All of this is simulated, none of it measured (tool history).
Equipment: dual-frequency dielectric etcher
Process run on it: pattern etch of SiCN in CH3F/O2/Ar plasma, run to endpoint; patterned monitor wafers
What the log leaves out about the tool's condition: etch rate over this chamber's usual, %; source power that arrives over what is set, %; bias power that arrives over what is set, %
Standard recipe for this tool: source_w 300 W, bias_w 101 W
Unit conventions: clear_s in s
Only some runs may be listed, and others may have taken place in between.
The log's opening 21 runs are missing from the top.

run	hour	source_w	bias_w	wafers since the last listed run	hours since the last wet clean	hours since the last source power generator calibration	hours since the last bias power generator calibration	hours since the last upper electrode change	incoming incoming film thickness, nm	clear_s
22	351.8	300	101	92	42.3	22.1	89.1	158.9	7.16	18.1
23	359	340	116	67	49.5	29.3	96.3	166.1	7.24	16.3
24	372.4	240	109	126	62.9	42.7	109.7	179.5	7.13	19.1
25	381.1	350	101	81	71.6	51.4	118.4	188.2	7.2	17.2
26	392.4	240	87	106	82.9	62.7	129.7	199.5	7.23	21.4
27	399.7	300	101	68	90.2	70	137	206.8	7.24	18.4
28	435.7	270	112	338	126.2	106	173	242.8	7.2	18.2
29	452.5	300	118	158	143	122.8	189.8	259.6	7.23	17.3
30	468	300	101	145	158.5	138.3	205.3	275.1	7.18	18.3

Alternative continuations, all from the tool just after run 30; predict every row:
A	468.4	300	101	3	158.9	138.7	205.7	275.5	7.17	?
B	468.4	240	84	3	158.9	138.7	205.7	275.5	7.17	?
C	468.4	350	76	3	158.9	138.7	205.7	275.5	7.17	?

run	clear_s
A	18.4
B	21.7
C	19.6
Had the tool no hidden state, the same runs would have come out as:
run	clear_s
A	18.1
B	21.4
C	19.3
